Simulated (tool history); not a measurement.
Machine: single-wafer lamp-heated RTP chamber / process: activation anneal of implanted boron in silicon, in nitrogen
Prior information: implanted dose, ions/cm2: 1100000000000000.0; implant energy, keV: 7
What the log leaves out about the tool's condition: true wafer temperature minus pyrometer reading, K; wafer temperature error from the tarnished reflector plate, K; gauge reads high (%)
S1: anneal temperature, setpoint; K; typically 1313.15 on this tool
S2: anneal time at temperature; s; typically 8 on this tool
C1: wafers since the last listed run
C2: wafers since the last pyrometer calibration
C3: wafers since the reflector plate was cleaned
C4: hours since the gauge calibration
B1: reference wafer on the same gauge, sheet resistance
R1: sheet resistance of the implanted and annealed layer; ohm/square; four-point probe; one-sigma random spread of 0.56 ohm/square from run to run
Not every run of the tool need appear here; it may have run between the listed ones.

run	day	S1	S2	C1	C2	C3	C4	B1	R1
1	0	1313.15	12	0	3181	4141	519.2	125.09	123.91
# day 3.321: pyrometer window cleaned and pyrometer calibrated
2	3.829	1329.15	8	1549	224	5690	611.1	125.08	121.4
3	5.658	1321.15	8	810	1035	6501	655	125.02	124.34
# day 8.929: gauge calibrated
4	9.304	1313.15	7	1616	2651	8118	9	124.98	127.16
# day 12.558: pyrometer window cleaned and pyrometer calibrated
5	12.758	1331.15	8	1383	88	9501	91.9	124.94	121.14
6	15.7	1331.15	8	1304	1392	10805	162.5	124.93	119.72
7	18.304	1313.15	8	1154	2546	11959	225	125.23	126.72
8	20.358	1313.15	8	910	3457	12870	274.3	124.99	126.1
# day 21.092: pyrometer window cleaned and pyrometer calibrated
# day 23.5: reflector plate cleaned
9	23.838	1313.15	10	1246	1069	148	357.8	125.18	127.49
10	28.462	1285.15	7	2050	3119	2199	468.8	124.82	140.04
# day 30.529: pyrometer window cleaned and pyrometer calibrated
11	30.921	1313.15	8	942	174	3141	527.8	124.97	127.02
12	35.046	1289.15	11	1828	2002	4969	626.8	124.98	132.31
# day 35.612: gauge calibrated
13	37.333	1313.15	8	1014	3017	5983	41.3	125.04	128.02
# day 39.096: pyrometer window cleaned and pyrometer calibrated
14	40.325	1298.15	12	1178	545	7162	113.1	124.83	128.68
15	42.233	1313.15	5	845	1391	8008	158.9	125	129.9
16	46.142	1313.15	8	1732	3124	9740	252.7	125.11	125.65
17	48.688	1313.15	6	1128	4252	10869	313.8	124.86	128.17

3 options for the next run, each taken on its own from the tool as it stands now. Forecast them:
A	48.704	1313.15	8	7	4260	10876	314.2	?	?
B	48.704	1313.15	9	7	4260	10876	314.2	?	?
C	48.704	1304.15	6	7	4260	10876	314.2	?	?

run	B1	R1
A	125.07	126.06
B	125.07	125.08
C	125.07	131.65
Stripped of hidden state, with their random variation kept, the same runs would have yielded:
run	R1
A	129.16
B	128.16
C	134.99

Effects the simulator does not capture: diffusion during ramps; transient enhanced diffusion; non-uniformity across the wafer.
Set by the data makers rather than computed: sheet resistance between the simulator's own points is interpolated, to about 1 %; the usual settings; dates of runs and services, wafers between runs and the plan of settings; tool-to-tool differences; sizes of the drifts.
